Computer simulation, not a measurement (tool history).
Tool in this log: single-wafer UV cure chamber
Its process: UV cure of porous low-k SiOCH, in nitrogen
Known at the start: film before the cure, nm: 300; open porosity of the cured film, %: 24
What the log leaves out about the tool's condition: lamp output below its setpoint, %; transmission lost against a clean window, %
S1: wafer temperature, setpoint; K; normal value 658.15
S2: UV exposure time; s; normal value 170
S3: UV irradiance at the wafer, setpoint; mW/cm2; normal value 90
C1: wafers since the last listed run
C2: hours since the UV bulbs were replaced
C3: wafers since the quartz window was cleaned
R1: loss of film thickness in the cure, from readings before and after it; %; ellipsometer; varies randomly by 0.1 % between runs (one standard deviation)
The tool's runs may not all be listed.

run 1 day=0 | S1=646.15 S2=170 S3=90 | C1=0 C2=1642.6 C3=193 | R1=8.979
run 2 day=2.55 | S1=646.15 S2=170 S3=90 | C1=349 C2=1703.8 C3=542 | R1=8.649
run 3 day=6.271 | S1=658.15 S2=170 S3=90 | C1=509 C2=1793.1 C3=1052 | R1=8.89
run 4 day=9.454 | S1=658.15 S2=170 S3=90 | C1=436 C2=1869.5 C3=1488 | R1=8.533
run 5 day=12.767 | S1=658.15 S2=170 S3=90 | C1=453 C2=1949 C3=1942 | R1=8.368
run 6 day=14.417 | S1=658.15 S2=170 S3=106 | C1=226 C2=1988.6 C3=2168 | R1=9.038
-- day=15.483 UV bulbs replaced
run 7 day=18.767 | S1=658.15 S2=170 S3=106 | C1=550 C2=78.8 C3=2718 | R1=10.751
run 8 day=20.458 | S1=658.15 S2=170 S3=90 | C1=231 C2=119.4 C3=2950 | R1=10.174
run 9 day=24.696 | S1=658.15 S2=170 S3=90 | C1=580 C2=221.1 C3=3530 | R1=9.835
run 10 day=28.004 | S1=668.15 S2=170 S3=90 | C1=453 C2=300.5 C3=3983 | R1=9.919
-- day=29.421 quartz window cleaned
run 11 day=29.7 | S1=658.15 S2=170 S3=90 | C1=186 C2=341.2 C3=38 | R1=10.398
run 12 day=31.983 | S1=658.15 S2=170 S3=90 | C1=312 C2=396 C3=350 | R1=10.076
run 13 day=34.825 | S1=671.15 S2=85 S3=54 | C1=389 C2=464.2 C3=740 | R1=5.131
run 14 day=39.138 | S1=658.15 S2=210 S3=115 | C1=590 C2=567.7 C3=1330 | R1=12.231
run 15 day=43.621 | S1=658.15 S2=170 S3=55 | C1=614 C2=675.3 C3=1944 | R1=7.695
run 16 day=45.842 | S1=658.15 S2=110 S3=76 | C1=304 C2=728.6 C3=2249 | R1=6.972
run 17 day=47.867 | S1=658.15 S2=170 S3=79 | C1=277 C2=777.2 C3=2526 | R1=9.088
run 18 day=51.425 | S1=658.15 S2=170 S3=51 | C1=487 C2=862.6 C3=3013 | R1=7.112

3 options for the next run, each taken on its own from the tool as it stands now. Forecast them:
run A day=51.446 | S1=658.15 S2=170 S3=90 | C1=2 C2=863.1 C3=3016 | R1=?
run B day=51.446 | S1=672.15 S2=170 S3=60 | C1=2 C2=863.1 C3=3016 | R1=?
run C day=51.446 | S1=658.15 S2=120 S3=90 | C1=2 C2=863.1 C3=3016 | R1=?

run=A R1=9.562
run=B R1=8.002
run=C R1=8.011
The same runs, with their run-to-run variation unchanged, on a tool lacking any hidden condition would have given:
run=A R1=10.701
run=B R1=9.103
run=C R1=9.112

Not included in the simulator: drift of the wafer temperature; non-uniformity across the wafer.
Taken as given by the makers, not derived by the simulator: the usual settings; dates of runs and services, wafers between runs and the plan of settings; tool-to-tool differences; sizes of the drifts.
